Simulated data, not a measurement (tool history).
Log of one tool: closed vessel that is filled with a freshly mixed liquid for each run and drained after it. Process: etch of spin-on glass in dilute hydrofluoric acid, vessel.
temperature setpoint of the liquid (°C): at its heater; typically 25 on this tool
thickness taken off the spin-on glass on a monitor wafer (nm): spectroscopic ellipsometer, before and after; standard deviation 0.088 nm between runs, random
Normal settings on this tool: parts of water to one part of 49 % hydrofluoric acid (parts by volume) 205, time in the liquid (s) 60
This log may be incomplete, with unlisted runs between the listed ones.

run   hour  temperature setpoint of the liquid (°C)  parts of water to one part of 49 % hydrofluoric acid (parts by volume)  time in the liquid (s)  wafers since the last listed run  hours since the thermometer was replaced  hours since the hydrofluoric acid flow meter was replaced  hours since the gauge calibration  read-back film thickness of the spin-on glass reference wafer, read on the same gauge (nm)  thickness taken off the spin-on glass on a monitor wafer (nm)
  1      0                                       25                                                                     205                      60                                 0                                    2164.9                                                      576.7                              147.3                                                                                         110                                                          13.42
  2     34                                       25                                                                     205                      60                              2468                                    2198.9                                                      610.7                              181.3                                                                                      110.02                                                           13.5
  3   50.9                                       25                                                                     205                      60                              1226                                    2215.8                                                      627.6                              198.2                                                                                      109.98                                                           13.5
  4   82.9                                     26.5                                                                     205                      60                              2323                                    2247.8                                                      659.6                              230.2                                                                                         110                                                          14.24
      91.9  -- gauge calibrated
  5  100.1                                     26.5                                                                     205                      60                              1248                                      2265                                                      676.8                                8.2                                                                                      110.02                                                          14.28
  6  118.6                                     26.5                                                                     205                      60                              1343                                    2283.5                                                      695.3                               26.7                                                                                      110.01                                                          14.36
  7  130.7                                       25                                                                     205                      60                               878                                    2295.6                                                      707.4                               38.8                                                                                         110                                                          13.47
     137.3  -- hydrofluoric acid flow meter replaced
  8  148.8                                       25                                                                     205                      60                              1241                                    2313.7                                                       11.5                               56.9                                                                                      109.99                                                          12.02
  9  182.2                                     21.5                                                                     205                      60                              2424                                    2347.1                                                       44.9                               90.3                                                                                      110.01                                                          10.75
 10    207                                       25                                                                     205                      60                              1800                                    2371.9                                                       69.7                              115.1                                                                                      110.03                                                           12.3
 11  219.2                                     28.5                                                                     270                      90                               885                                    2384.1                                                       81.9                              127.3                                                                                         110                                                          14.68
 12  249.3                                       30                                                                     280                      60                              2185                                    2414.2                                                        112                              157.4                                                                                      110.02                                                           9.81
 13  276.2                                     20.5                                                                     205                      60                              1952                                    2441.1                                                      138.9                              184.3                                                                                      110.02                                                          10.55
 14  296.5                                     28.5                                                                     120                      30                              1473                                    2461.4                                                      159.2                              204.6                                                                                      110.02                                                          13.17
     298.3  -- thermometer replaced
     326.2  -- gauge calibrated
 15  326.4                                     23.5                                                                     115                      60                              2098                                      28.1                                                      189.1                                0.2                                                                                      110.01                                                          23.12
 16  356.3                                       25                                                                     170                      60                              2170                                        58                                                        219                               30.1                                                                                      110.02                                                          15.84
 17  374.8                                       25                                                                     290                      60                              1343                                      76.5                                                      237.5                               48.6                                                                                      109.97                                                           8.17
 18  396.3                                       25                                                                     205                      60                              1560                                        98                                                        259                               70.1                                                                                      110.03                                                          12.53
 19  419.1                                     26.5                                                                     205                      60                              1655                                     120.8                                                      281.8                               92.9                                                                                         110                                                          13.31

Forecast each of these 3 alternatives for the next run:
  A  419.8                                       25                                                                     205                      60                                50                                     121.5                                                      282.5                               93.6                                                                                           ?                                                              ?
  B  419.8                                       25                                                                     160                      60                                50                                     121.5                                                      282.5                               93.6                                                                                           ?                                                              ?
  C  419.8                                     21.5                                                                     120                      95                                50                                     121.5                                                      282.5                               93.6                                                                                           ?                                                              ?

run  read-back film thickness of the spin-on glass reference wafer, read on the same gauge (nm)  thickness taken off the spin-on glass on a monitor wafer (nm)
  A                                                                                      109.95                                                          12.66
  B                                                                                      109.95                                                          17.03
  C                                                                                      109.95                                                          32.77
Take away the tool's hidden state, keep each run's random variation, and the runs would have read:
run  thickness taken off the spin-on glass on a monitor wafer (nm)
  A                                                          11.98
  B                                                          16.14
  C                                                          31.13
